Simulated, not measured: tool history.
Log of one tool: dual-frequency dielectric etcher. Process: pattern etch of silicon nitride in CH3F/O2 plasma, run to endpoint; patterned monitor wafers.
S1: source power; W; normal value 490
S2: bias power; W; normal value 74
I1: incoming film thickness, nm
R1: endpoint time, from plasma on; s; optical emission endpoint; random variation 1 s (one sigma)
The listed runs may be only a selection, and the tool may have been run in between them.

| run | hour | S1 | S2 | I1 | R1 |
|---|---|---|---|---|---|
| 1 | 0 | 490 | 74 | 112.3 | 117.5 |
|  | 23.3 | wet clean of the chamber |
| 2 | 104.4 | 490 | 74 | 112 | 115 |
| 3 | 404.3 | 490 | 74 | 111.9 | 118 |
| 4 | 503.7 | 490 | 74 | 111.1 | 117.1 |
| 5 | 572 | 490 | 74 | 110.6 | 117.4 |
| 6 | 611.3 | 490 | 74 | 111.9 | 119.4 |
|  | 637.6 | wet clean of the chamber |
| 7 | 688.5 | 490 | 74 | 111.3 | 113.8 |
|  | 708.9 | bias power generator calibrated |
| 8 | 800.5 | 490 | 74 | 111.2 | 113 |
|  | 865.2 | upper electrode replaced |
| 9 | 865.7 | 490 | 74 | 110.4 | 113.9 |
| 10 | 915.4 | 580 | 74 | 112.2 | 104.8 |
|  | 1010.2 | source power generator calibrated |
| 11 | 1011.3 | 490 | 74 | 111.3 | 113.2 |
| 12 | 1060.8 | 490 | 74 | 111.6 | 117.7 |
| 13 | 1113.8 | 490 | 74 | 110.6 | 116.8 |
| 14 | 1186.3 | 410 | 87 | 111.3 | 124 |
| 15 | 1223.7 | 450 | 60 | 111 | 131.8 |
|  | 1264.9 | wet clean of the chamber |
| 16 | 1331.5 | 420 | 91 | 111.9 | 116.5 |
| 17 | 1431.9 | 600 | 85 | 111.9 | 98.3 |
| 18 | 1507.2 | 390 | 67 | 110.1 | 134.3 |
| 19 | 1549.1 | 490 | 69 | 110.8 | 118.1 |
| 20 | 1626.5 | 380 | 64 | 110.9 | 141 |
| 21 | 1728.2 | 580 | 80 | 111.3 | 102.2 |
|  | 1813.3 | wet clean of the chamber |
| 22 | 1813.8 | 590 | 81 | 111.4 | 96.6 |
| 23 | 1868.9 | 490 | 74 | 112 | 113.9 |

Consider 3 possible next runs. They are alternatives, not a sequence: every one starts from the tool as it was left by run 23. What does each give?
| A | 1869.4 | 420 | 74 | 110.5 | ? |
| B | 1869.4 | 560 | 64 | 110.5 | ? |
| C | 1869.4 | 580 | 68 | 110.5 | ? |

| run | R1 |
|---|---|
| A | 123 |
| B | 109 |
| C | 105 |
Had the tool no hidden state, the same runs would have come out as:
| run | R1 |
|---|---|
| A | 122.4 |
| B | 108.4 |
| C | 104.4 |

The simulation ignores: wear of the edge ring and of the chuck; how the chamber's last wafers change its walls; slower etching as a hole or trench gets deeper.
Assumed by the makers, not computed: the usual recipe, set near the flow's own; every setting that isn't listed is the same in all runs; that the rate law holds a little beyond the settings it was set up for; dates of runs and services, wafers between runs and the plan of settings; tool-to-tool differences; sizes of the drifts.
